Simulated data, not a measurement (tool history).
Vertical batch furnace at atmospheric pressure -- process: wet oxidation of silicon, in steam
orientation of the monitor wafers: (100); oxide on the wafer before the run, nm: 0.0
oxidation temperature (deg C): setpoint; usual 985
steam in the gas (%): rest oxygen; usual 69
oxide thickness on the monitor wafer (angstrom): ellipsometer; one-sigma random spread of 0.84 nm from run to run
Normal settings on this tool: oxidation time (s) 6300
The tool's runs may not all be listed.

run   hour  oxidation temperature (deg C)  oxidation time (s)  steam in the gas (%)  read-back reference wafer on the same gauge, thickness  oxide thickness on the monitor wafer (angstrom)
  1      0                           1005                6300                    60                                                   487.9                                           4196.8
  2   19.3                            985                6300                    69                                                  488.03                                           3978.9
  3   27.5                            985                6300                    69                                                  487.81                                           3966.2
  4   39.8                            985                6300                    69                                                  488.21                                           3978.3
  5   60.4                            985                6300                    69                                                  487.96                                           3979.3
  6     81                            985                6300                    69                                                  487.88                                           3954.4
  7  136.1                            985                6300                    69                                                  487.93                                           3969.7
  8  147.6                            985                6300                    69                                                  487.86                                           3957.2
  9  157.4                            985                6300                    69                                                   487.9                                           3969.8
 10  173.9                            985                6300                    69                                                  488.11                                             3960
 11  182.3                            985                6300                    74                                                   487.9                                             4156
 12  194.2                            985                6300                    74                                                  487.88                                           4173.3
     201.4  -- gauge calibrated
     221.9  -- thermocouples replaced and temperature profile calibrated
 13  222.4                            985                6300                    69                                                  487.96                                           3967.3
 14  229.1                            985                6300                    69                                                   488.1                                           3963.1
 15    240                            985                5040                    69                                                     488                                             3381
 16  255.1                            985                5040                    69                                                  487.94                                           3379.1
 17  274.2                            985                6300                    77                                                  487.91                                           4249.7
 18  292.6                            965                8160                    75                                                  487.97                                           4312.4
 19  314.2                            966                3840                    62                                                  487.93                                             2130
     345.8  -- steam generator serviced
 20  346.3                           1002                6300                    58                                                  488.05                                           4238.9
 21    354                            969                8070                    69                                                  487.98                                           4437.2
 22  368.7                            985                3750                    69                                                  487.98                                           2895.5
 23  390.4                            985                6300                    69                                                  487.81                                           4212.8
 24    399                            978                4140                    72                                                  488.05                                           3024.6
 25  408.4                           1007                4260                    62                                                  487.93                                           3500.9
 26  417.2                            966                3840                    62                                                  488.26                                           2278.9
 27    436                            985                6300                    69                                                  488.02                                           4216.8
 28    445                            985                6300                    69                                                  488.21                                           4205.6
 29  462.8                            985                6300                    69                                                  488.18                                           4184.8
 30  482.9                            978                8040                    64                                                  487.94                                           4470.7
 31  495.3                            985                6300                    69                                                  488.16                                           4194.5
 32  509.1                            974                6300                    74                                                  488.07                                           4050.9

Some steps in oxide thickness on the monitor wafer (angstrom) between neighbouring runs. How much of each would the tool show without its hidden state too (settings, what came in, random variation), and how much is left for the hidden state, with any gauge scatter that isn't in both results?
Hidden conditions of the tool in this case: true tube temperature minus thermocouple reading, K; steam share off its setpoint, % of the setpoint; gauge reads high (%).
Run 16 -> 17: oxidation time (s) 5040 -> 6300, steam in the gas (%) 69 -> 77. oxide thickness on the monitor wafer (angstrom) +870.6: hidden state -49.5, all else +920.1.
Run 18 -> 19: oxidation temperature (deg C) 965 -> 966, oxidation time (s) 8160 -> 3840, steam in the gas (%) 75 -> 62. oxide thickness on the monitor wafer (angstrom) -2182.4: hidden state +130, all else -2312.4.
Run 19 -> 20: oxidation temperature (deg C) 966 -> 1002, oxidation time (s) 3840 -> 6300, steam in the gas (%) 62 -> 58, steam generator serviced. oxide thickness on the monitor wafer (angstrom) +2108.9: hidden state +157.5, all else +1951.4.
Run 26 -> 27: oxidation temperature (deg C) 966 -> 985, oxidation time (s) 3840 -> 6300, steam in the gas (%) 62 -> 69. oxide thickness on the monitor wafer (angstrom) +1937.9: hidden state -6.6, all else +1944.5.

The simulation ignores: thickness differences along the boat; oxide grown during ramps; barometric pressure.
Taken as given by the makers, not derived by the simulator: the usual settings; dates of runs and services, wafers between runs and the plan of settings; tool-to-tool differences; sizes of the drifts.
